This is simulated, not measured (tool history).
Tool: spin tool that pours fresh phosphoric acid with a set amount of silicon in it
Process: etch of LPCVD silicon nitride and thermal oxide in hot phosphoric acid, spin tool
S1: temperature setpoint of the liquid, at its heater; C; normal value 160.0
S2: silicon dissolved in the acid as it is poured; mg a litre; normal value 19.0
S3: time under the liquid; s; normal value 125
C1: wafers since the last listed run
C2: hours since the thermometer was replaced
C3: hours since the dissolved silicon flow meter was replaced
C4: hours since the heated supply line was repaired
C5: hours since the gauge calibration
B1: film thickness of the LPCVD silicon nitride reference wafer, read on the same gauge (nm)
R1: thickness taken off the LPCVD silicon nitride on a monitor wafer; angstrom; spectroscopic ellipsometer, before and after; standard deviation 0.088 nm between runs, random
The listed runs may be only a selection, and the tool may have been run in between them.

run    hour     S1    S2   S3    C1      C2     C3      C4      C5     B1     R1
  1     0.0  160.0  19.0  125     0  1689.4   71.9  3333.8  1761.2  29.97   95.6
  2   106.7  160.0  19.0  125   848  1796.1  178.6  3440.5  1867.9  30.01   98.0
  3   149.3  160.0  19.0  125   338  1838.7  221.2  3483.1  1910.5  29.97   95.4
  4   214.0  160.0  19.0   75   514  1903.4  285.9  3547.8  1975.2  29.99   57.3
  5   314.6  160.0  19.0   75   799  2004.0  386.5  3648.4  2075.8  30.04   56.8
      325.2  -- dissolved silicon flow meter replaced
      365.1  -- gauge calibrated
  6   420.5  159.5  19.0  125   833  2109.9   95.3  3754.3    55.4  29.99   93.9
      455.6  -- heated supply line repaired
  7   484.7  159.5  19.0  125   502  2174.1  159.5    29.1   119.6  30.02   95.0
  8   571.5  161.0  26.0  150   690  2260.9  246.3   115.9   206.4  29.99  120.3
  9   657.3  162.5  30.5  105   682  2346.7  332.1   201.7   292.2  29.94   87.7
 10   697.5  158.0  33.0  195   319  2386.9  372.3   241.9   332.4  29.94  140.2
 11   736.6  158.5  33.5  125   310  2426.0  411.4   281.0   371.5  30.01   93.1
      745.4  -- dissolved silicon flow meter replaced
 12   810.2  157.0  26.0  150   577  2499.6   64.8   354.6   445.1  30.01  104.2
      893.7  -- thermometer replaced
 13  1023.1  160.0  19.0  125  1684   129.4  277.7   567.5   658.0  29.95   98.0
 14  1075.9  162.5  30.5  105   419   182.2  330.5   620.3   710.8  29.98   87.7
 15  1150.6  162.5  30.5  105   593   256.9  405.2   695.0   785.5  30.03   86.9
     1179.0  -- dissolved silicon flow meter replaced
 16  1255.1  158.0  19.0  160   822   361.4   76.1   799.5   890.0  30.01  115.1
 17  1337.8  160.0  33.0   80   657   444.1  158.8   882.2   972.7  29.99   60.9
 18  1441.4  157.5  19.0  125   823   547.7  262.4   985.8  1076.3  29.99   88.5
 19  1481.8  160.0  19.0  125   321   588.1  302.8  1026.2  1116.7  30.04   95.6
     1570.4  -- dissolved silicon flow meter replaced
 20  1583.9  162.5   7.0   55   803   690.2   13.5  1128.3  1218.8  29.98   45.6
 21  1689.7  160.0  31.5  125   841   796.0  119.3  1234.1  1324.6  29.94   96.4

Hidden state, per run?
liquid colder than its thermometer reads (K): 0 across all the runs
dissolved silicon flow below the setpoint (%): 0 across all the runs
temperature lost on the way to the wafer (K): 0 across all the runs
gauge reads high (%): 0 across all the runs
